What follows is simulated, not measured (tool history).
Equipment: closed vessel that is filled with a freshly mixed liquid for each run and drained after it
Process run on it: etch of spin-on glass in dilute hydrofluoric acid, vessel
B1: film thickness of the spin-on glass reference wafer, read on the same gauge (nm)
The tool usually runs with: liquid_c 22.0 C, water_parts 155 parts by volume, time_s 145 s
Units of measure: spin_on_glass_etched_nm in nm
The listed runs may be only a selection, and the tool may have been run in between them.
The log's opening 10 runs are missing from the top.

run 11 hour=450.4 | liquid_c=22.0 water_parts=155 time_s=145 | B1=60.01 | spin_on_glass_etched_nm=28.39
run 12 hour=485.3 | liquid_c=20.5 water_parts=180 time_s=220 | B1=60.05 | spin_on_glass_etched_nm=34.45
run 13 hour=555.8 | liquid_c=24.5 water_parts=155 time_s=70 | B1=59.99 | spin_on_glass_etched_nm=15.13
run 14 hour=618.8 | liquid_c=25.5 water_parts=90 time_s=145 | B1=59.99 | spin_on_glass_etched_nm=61.04
run 15 hour=688.5 | liquid_c=22.0 water_parts=105 time_s=145 | B1=60.01 | spin_on_glass_etched_nm=44.59
run 16 hour=752.8 | liquid_c=18.5 water_parts=110 time_s=185 | B1=60.00 | spin_on_glass_etched_nm=46.95
run 17 hour=805.2 | liquid_c=20.0 water_parts=225 time_s=115 | B1=60.00 | spin_on_glass_etched_nm=13.46
-- hour=823.8 gauge calibrated
run 18 hour=865.9 | liquid_c=22.0 water_parts=135 time_s=145 | B1=60.01 | spin_on_glass_etched_nm=33.74
run 19 hour=925.8 | liquid_c=17.5 water_parts=125 time_s=105 | B1=60.02 | spin_on_glass_etched_nm=22.26
run 20 hour=963.4 | liquid_c=22.0 water_parts=155 time_s=145 | B1=60.01 | spin_on_glass_etched_nm=28.82
run 21 hour=1058.1 | liquid_c=26.0 water_parts=155 time_s=145 | B1=59.98 | spin_on_glass_etched_nm=33.30
run 22 hour=1124.6 | liquid_c=23.5 water_parts=180 time_s=145 | B1=60.00 | spin_on_glass_etched_nm=25.43
run 23 hour=1159.2 | liquid_c=25.5 water_parts=155 time_s=100 | B1=60.01 | spin_on_glass_etched_nm=22.73
run 24 hour=1229.3 | liquid_c=22.0 water_parts=155 time_s=145 | B1=59.98 | spin_on_glass_etched_nm=28.86
run 25 hour=1276.9 | liquid_c=22.0 water_parts=85 time_s=145 | B1=59.97 | spin_on_glass_etched_nm=57.01
run 26 hour=1301.6 | liquid_c=22.0 water_parts=155 time_s=145 | B1=59.99 | spin_on_glass_etched_nm=28.89
run 27 hour=1342.5 | liquid_c=22.0 water_parts=155 time_s=105 | B1=60.00 | spin_on_glass_etched_nm=20.86
run 28 hour=1374.1 | liquid_c=22.0 water_parts=215 time_s=145 | B1=60.05 | spin_on_glass_etched_nm=19.50
run 29 hour=1406.1 | liquid_c=26.5 water_parts=90 time_s=75 | B1=60.00 | spin_on_glass_etched_nm=33.08
run 30 hour=1444.8 | liquid_c=22.0 water_parts=115 time_s=175 | B1=59.97 | spin_on_glass_etched_nm=48.92
run 31 hour=1481.8 | liquid_c=18.0 water_parts=155 time_s=105 | B1=59.99 | spin_on_glass_etched_nm=17.83
run 32 hour=1536.3 | liquid_c=22.0 water_parts=155 time_s=145 | B1=60.04 | spin_on_glass_etched_nm=28.83
run 33 hour=1576.9 | liquid_c=17.0 water_parts=230 time_s=225 | B1=59.95 | spin_on_glass_etched_nm=23.19
run 34 hour=1633.0 | liquid_c=22.0 water_parts=155 time_s=145 | B1=60.02 | spin_on_glass_etched_nm=28.88

4 ways to go on from here, each from the tool as it stands after run 34. What would each give?
run A hour=1633.7 | liquid_c=19.5 water_parts=155 time_s=145 | B1=? | spin_on_glass_etched_nm=?
run B hour=1633.7 | liquid_c=23.5 water_parts=95 time_s=85 | B1=? | spin_on_glass_etched_nm=?
run C hour=1633.7 | liquid_c=19.0 water_parts=100 time_s=90 | B1=? | spin_on_glass_etched_nm=?
run D hour=1633.7 | liquid_c=20.0 water_parts=90 time_s=145 | B1=? | spin_on_glass_etched_nm=?

run=A B1=60.00 spin_on_glass_etched_nm=26.17
run=B B1=60.00 spin_on_glass_etched_nm=31.38
run=C B1=60.00 spin_on_glass_etched_nm=26.13
run=D B1=60.00 spin_on_glass_etched_nm=49.29
With no hidden state in the tool, these same runs would have given:
run=A spin_on_glass_etched_nm=25.72
run=B spin_on_glass_etched_nm=30.86
run=C spin_on_glass_etched_nm=25.70
run=D spin_on_glass_etched_nm=48.48
